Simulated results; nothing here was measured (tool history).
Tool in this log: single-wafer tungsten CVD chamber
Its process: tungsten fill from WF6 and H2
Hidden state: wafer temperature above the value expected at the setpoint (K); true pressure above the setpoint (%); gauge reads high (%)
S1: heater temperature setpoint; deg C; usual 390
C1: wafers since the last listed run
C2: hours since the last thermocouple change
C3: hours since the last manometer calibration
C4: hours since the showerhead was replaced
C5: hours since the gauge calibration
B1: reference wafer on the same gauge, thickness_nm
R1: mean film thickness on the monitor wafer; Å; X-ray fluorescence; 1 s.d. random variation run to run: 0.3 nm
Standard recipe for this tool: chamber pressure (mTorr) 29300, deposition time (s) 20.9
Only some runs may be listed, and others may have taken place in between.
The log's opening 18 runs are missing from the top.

At day 9.904: showerhead replaced.
At day 9.996: thermocouple changed; heater temperature recalibrated.
Run 19, day 10.017: usual settings but S1 383 deg C, deposition time (s) 19.6; C1 294; C2 0.5; C3 2676.7; C4 2.7; C5 138.0; B1 57.429. Result: R1 356.98 Å.
Run 20, day 10.262: usual settings but S1 386 deg C, chamber pressure (mTorr) 35100, deposition time (s) 17.2; C1 180; C2 6.4; C3 2682.6; C4 8.6; C5 143.9; B1 57.279. Result: R1 362.05 Å.
Run 21, day 10.625: usual settings but deposition time (s) 22.4; C1 266; C2 15.1; C3 2691.3; C4 17.3; C5 152.6; B1 57.304. Result: R1 483.32 Å.
Run 22, day 11.312: usual settings; C1 504; C2 31.6; C3 2707.8; C4 33.8; C5 169.1; B1 57.144. Result: R1 448.33 Å.
Run 23, day 11.675: usual settings but S1 380 deg C, chamber pressure (mTorr) 25300, deposition time (s) 22.4; C1 266; C2 40.3; C3 2716.5; C4 42.5; C5 177.8; B1 57.417. Result: R1 360.04 Å.
At day 12.033: capacitance manometer re-zeroed and calibrated.
Run 24, day 12.054: usual settings but S1 376 deg C, chamber pressure (mTorr) 25100, deposition time (s) 24.0; C1 33; C2 49.4; C3 0.5; C4 51.6; C5 186.9; B1 57.251. Result: R1 351.42 Å.
Run 25, day 12.304: usual settings but S1 380 deg C; C1 183; C2 55.4; C3 6.5; C4 57.6; C5 192.9; B1 57.200. Result: R1 353.35 Å.
Run 26, day 12.796: usual settings; C1 360; C2 67.2; C3 18.3; C4 69.4; C5 204.7; B1 57.297. Result: R1 447.36 Å.
At day 13.671: thermocouple changed; heater temperature recalibrated, repeated, since the last time left the tool worse.
Run 27, day 13.692: usual settings but S1 383 deg C, chamber pressure (mTorr) 35300, deposition time (s) 18.8; C1 412; C2 0.5; C3 39.8; C4 90.9; C5 226.2; B1 57.320. Result: R1 432.72 Å.
Run 28, day 14.088: usual settings but S1 380 deg C, deposition time (s) 24.1; C1 290; C2 10.0; C3 49.3; C4 100.4; C5 235.7; B1 57.229. Result: R1 485.80 Å.
Run 29, day 14.475: usual settings but S1 402 deg C, chamber pressure (mTorr) 33500, deposition time (s) 18.5; C1 284; C2 19.3; C3 58.6; C4 109.7; C5 245.0; B1 57.387. Result: R1 634.55 Å.
Run 30, day 15.062: usual settings but S1 399 deg C, chamber pressure (mTorr) 35600, deposition time (s) 18.6; C1 431; C2 33.4; C3 72.7; C4 123.8; C5 259.1; B1 57.368. Result: R1 618.59 Å.
Run 31, day 15.379: usual settings but S1 395 deg C, chamber pressure (mTorr) 22700, deposition time (s) 16.9; C1 232; C2 41.0; C3 80.3; C4 131.4; C5 266.7; B1 57.150. Result: R1 433.97 Å.
Run 32, day 15.896: usual settings but S1 380 deg C, chamber pressure (mTorr) 23900, deposition time (s) 24.9; C1 379; C2 53.4; C3 92.7; C4 143.8; C5 279.1; B1 57.383. Result: R1 462.86 Å.
Run 33, day 16.383: usual settings; C1 357; C2 65.1; C3 104.4; C4 155.5; C5 290.8; B1 57.306. Result: R1 528.67 Å.
Run 34, day 16.942: usual settings but S1 396 deg C, chamber pressure (mTorr) 31800, deposition time (s) 19.4; C1 409; C2 78.5; C3 117.8; C4 168.9; C5 304.2; B1 57.389. Result: R1 578.48 Å.

Each row is a separate what-if for the run after 34, all from the same tool condition, not one after another. Results?
Run A, day 16.958: usual settings but S1 379 deg C; C1 12; C2 78.9; C3 118.2; C4 169.3; C5 304.6; B1 ?. Result: R1 ?.
Run B, day 16.958: usual settings but chamber pressure (mTorr) 23000; C1 12; C2 78.9; C3 118.2; C4 169.3; C5 304.6; B1 ?. Result: R1 ?.
Run C, day 16.958: usual settings but S1 381 deg C, deposition time (s) 19.8; C1 12; C2 78.9; C3 118.2; C4 169.3; C5 304.6; B1 ?. Result: R1 ?.
Run D, day 16.958: usual settings but chamber pressure (mTorr) 33400; C1 12; C2 78.9; C3 118.2; C4 169.3; C5 304.6; B1 ?. Result: R1 ?.

run      B1      R1
  A  57.295  406.00
  B  57.295  478.78
  C  57.295  402.96
  D  57.295  547.51
Had the tool no hidden state, the same runs would have come out as:
run      R1
  A  409.35
  B  482.53
  C  406.26
  D  551.80
